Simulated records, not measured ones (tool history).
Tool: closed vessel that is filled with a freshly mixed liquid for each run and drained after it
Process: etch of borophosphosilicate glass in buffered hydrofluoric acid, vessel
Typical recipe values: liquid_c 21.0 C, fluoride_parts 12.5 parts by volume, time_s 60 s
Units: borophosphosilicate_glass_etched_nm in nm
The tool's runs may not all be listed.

run,day,liquid_c,fluoride_parts,time_s,wafers since the last listed run,hours since the thermometer was replaced,hours since the hydrofluoric acid flow meter was replaced,hours since the gauge calibration,"read-back film thickness of the borophosphosilicate glass reference wafer, read on the same gauge (nm)",borophosphosilicate_glass_etched_nm
1,0.000,21.0,12.5,60,0,797.3,205.2,54.6,59.32,48.30
2,1.929,21.0,12.5,60,6839,843.6,251.5,100.9,59.06,48.22
3,4.833,21.0,12.5,60,10295,913.3,321.2,170.6,58.78,48.42
4,8.871,21.0,12.5,60,14313,1010.2,418.1,267.5,58.57,47.96
# day 12.033: hydrofluoric acid flow meter replaced
5,13.092,21.0,14.5,60,14815,1111.5,25.4,368.8,58.47,41.35
6,15.350,21.0,14.0,70,8006,1165.7,79.6,423.0,58.32,49.54
7,19.292,21.0,14.0,70,13973,1260.3,174.2,517.6,58.27,50.16
# day 21.933: gauge calibrated
# day 22.583: thermometer replaced
8,23.317,21.0,14.0,70,14121,17.6,270.8,33.2,59.87,50.91
9,26.138,21.0,8.0,60,10000,85.3,338.5,100.9,59.40,73.47
10,30.021,25.0,12.5,85,13766,178.5,431.7,194.1,59.13,85.64
# day 32.158: hydrofluoric acid flow meter replaced
11,33.142,21.0,12.5,60,10915,253.4,23.6,269.0,58.89,48.12
12,35.354,21.0,12.5,60,7843,306.5,76.7,322.1,58.85,48.21
13,39.542,21.0,12.5,80,14845,407.0,177.2,422.6,58.75,64.29
14,41.633,21.0,11.0,60,7415,457.2,227.4,472.8,58.71,54.61
15,46.050,22.5,8.5,60,15657,563.2,333.4,578.8,58.70,73.39
16,47.708,21.0,12.5,70,5878,603.0,373.2,618.6,58.66,55.78

For each entry between runs, how does the tool's hidden state at the last listed run before it compare with that at the first listed run after it?
Logged between run 4 and run 5: hydrofluoric acid flow meter replaced (day 12.033)
  gauge reads high (%): -2.39 -> -2.63
  what was measured, less what the result would be without the hidden state, borophosphosilicate_glass_etched_nm: -1.17 -> -1.12 nm
Logged between run 7 and run 8: gauge calibrated (day 21.933); thermometer replaced (day 22.583)
  gauge reads high (%): -2.82 -> -0.298
  what was measured, less what the result would be without the hidden state, borophosphosilicate_glass_etched_nm: -1.46 -> -0.15 nm
Logged between run 10 and run 11: hydrofluoric acid flow meter replaced (day 32.158)
  gauge reads high (%): -1.45 -> -1.74
  what was measured, less what the result would be without the hidden state, borophosphosilicate_glass_etched_nm: -1.27 -> -0.85 nm

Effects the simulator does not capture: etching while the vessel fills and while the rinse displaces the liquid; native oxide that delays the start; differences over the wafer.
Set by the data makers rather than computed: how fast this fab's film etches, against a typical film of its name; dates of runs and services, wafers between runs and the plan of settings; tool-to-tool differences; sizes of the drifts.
